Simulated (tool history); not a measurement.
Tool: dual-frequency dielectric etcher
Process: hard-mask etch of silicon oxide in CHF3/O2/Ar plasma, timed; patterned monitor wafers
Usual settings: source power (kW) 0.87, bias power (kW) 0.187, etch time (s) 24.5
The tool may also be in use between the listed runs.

run	hour	source power (kW)	bias power (kW)	etch time (s)	wafers since the last listed run	hours since the last wet clean	hours since the last source power generator calibration	hours since the last bias power generator calibration	hours since the last upper electrode change	hours since the gauge calibration	read-back reference wafer on the same gauge, depth_nm	mean etch depth across the wafer (nm)
1	0	0.87	0.173	24.5	0	493.2	2832.4	2790.5	3863.8	84	69.2	58.4
2	29.4	0.87	0.173	24.5	427	522.6	2861.8	2819.9	3893.2	113.4	69.3	58.4
3	84.7	0.87	0.173	24.5	803	577.9	2917.1	2875.2	3948.5	168.7	69.3	58.2
# hour 134.1: wet clean of the chamber
4	135.1	0.87	0.187	24.5	383	1	2967.5	2925.6	3998.9	219.1	69.3	58.5
5	171.1	0.87	0.187	24.5	522	37	3003.5	2961.6	4034.9	255.1	69.3	59.2
6	235.2	0.87	0.187	24.5	931	101.1	3067.6	3025.7	4099	319.2	69.3	59.1
7	280.9	0.87	0.187	24.5	663	146.8	3113.3	3071.4	4144.7	364.9	69.2	59.2
8	348.9	0.87	0.187	28	987	214.8	3181.3	3139.4	4212.7	432.9	69.3	68
9	410.3	0.87	0.187	28	891	276.2	3242.7	3200.8	4274.1	494.3	69.3	67.7
10	488.8	0.87	0.166	30	1140	354.7	3321.2	3279.3	4352.6	572.8	69.3	69
# hour 522.1: bias power generator calibrated
11	532.7	0.79	0.163	31.5	579	398.6	3365.1	10.6	4396.5	616.7	69.3	70.9
12	654.3	0.68	0.168	22.5	1766	520.2	3486.7	132.2	4518.1	738.3	69.4	49.3
# hour 677.1: source power generator calibrated
13	687.6	0.76	0.147	24.5	425	553.5	10.5	165.5	4551.4	771.6	69.3	51.9
14	741.6	0.76	0.187	21	784	607.5	64.5	219.5	4605.4	825.6	69.3	51.1
# hour 781: wet clean of the chamber
15	781.5	0.87	0.163	18.5	230	0.5	104.4	259.4	4645.3	865.5	69.3	42.2
16	822.8	0.87	0.147	22	599	41.8	145.7	300.7	4686.6	906.8	69.3	47.5
17	885.4	0.65	0.187	24.5	909	104.4	208.3	363.3	4749.2	969.4	69.3	55.1
18	934.7	0.87	0.187	24.5	716	153.7	257.6	412.6	4798.5	1018.7	69.4	60.4
19	982.7	0.94	0.231	24.5	697	201.7	305.6	460.6	4846.5	1066.7	69.3	69.4
# hour 1003.7: gauge calibrated
20	1026.8	0.8	0.153	24.5	640	245.8	349.7	504.7	4890.6	23.1	69.3	53.1
21	1063.3	0.66	0.174	17.5	530	282.3	386.2	541.2	4927.1	59.6	69.3	38.3
# hour 1098.1: upper electrode replaced
22	1129.6	0.87	0.187	24.5	614	348.6	452.5	607.5	31.5	125.9	69.3	61.1
23	1171.9	0.71	0.187	24.5	614	390.9	494.8	649.8	73.8	168.2	69.2	57.1
24	1214.6	1.03	0.187	24.5	620	433.6	537.5	692.5	116.5	210.9	69.3	64.9
25	1244.2	0.96	0.187	24.5	430	463.2	567.1	722.1	146.1	240.5	69.2	63.2
26	1278.1	0.87	0.211	29	492	497.1	601	756	180	274.4	69.3	77.1
27	1329.7	0.87	0.22	24.5	749	548.7	652.6	807.6	231.6	326	69.3	66.8
# hour 1391.1: wet clean of the chamber
28	1391.6	0.98	0.204	21	550	0.5	714.5	869.5	293.5	387.9	69.3	55.3
29	1432.2	0.87	0.187	24.5	589	41.1	755.1	910.1	334.1	428.5	69.3	59.8
30	1488.3	1.01	0.187	19	815	97.2	811.2	966.2	390.2	484.6	69.3	48.9
31	1545.3	0.87	0.187	24.5	828	154.2	868.2	1023.2	447.2	541.6	69.2	59.8

Hidden state or all else? Some run-to-run changes of mean etch depth across the wafer (nm), split into what the settings, what came in and random variation would give without the hidden state, and what is left for the hidden state (with any gauge scatter that isn't in both results):
The hidden state here: etch rate over this chamber's usual, %; source power that arrives over what is set, %; bias power that arrives over what is set, %; gauge reads high (%).
Run 3 -> 4: bias power (kW) 0.173 -> 0.187, wet clean of the chamber. mean etch depth across the wafer (nm) +0.3: hidden state -2.3, all else +2.6.
Run 10 -> 11: source power (kW) 0.87 -> 0.79, bias power (kW) 0.166 -> 0.163, etch time (s) 30 -> 31.5, bias power generator calibrated. mean etch depth across the wafer (nm) +1.9: hidden state +1.8, all else +0.1.
Run 11 -> 12: source power (kW) 0.79 -> 0.68, bias power (kW) 0.163 -> 0.168, etch time (s) 31.5 -> 22.5. mean etch depth across the wafer (nm) -21.6: hidden state -0.4, all else -21.2.
Run 19 -> 20: source power (kW) 0.94 -> 0.8, bias power (kW) 0.231 -> 0.153, gauge calibrated. mean etch depth across the wafer (nm) -16.3: hidden state +0, all else -16.3.
Run 21 -> 22: source power (kW) 0.66 -> 0.87, bias power (kW) 0.174 -> 0.187, etch time (s) 17.5 -> 24.5, upper electrode replaced. mean etch depth across the wafer (nm) +22.8: hidden state +0.4, all else +22.4.
Run 27 -> 28: source power (kW) 0.87 -> 0.98, bias power (kW) 0.22 -> 0.204, etch time (s) 24.5 -> 21, wet clean of the chamber. mean etch depth across the wafer (nm) -11.5: hidden state -2.3, all else -9.2.
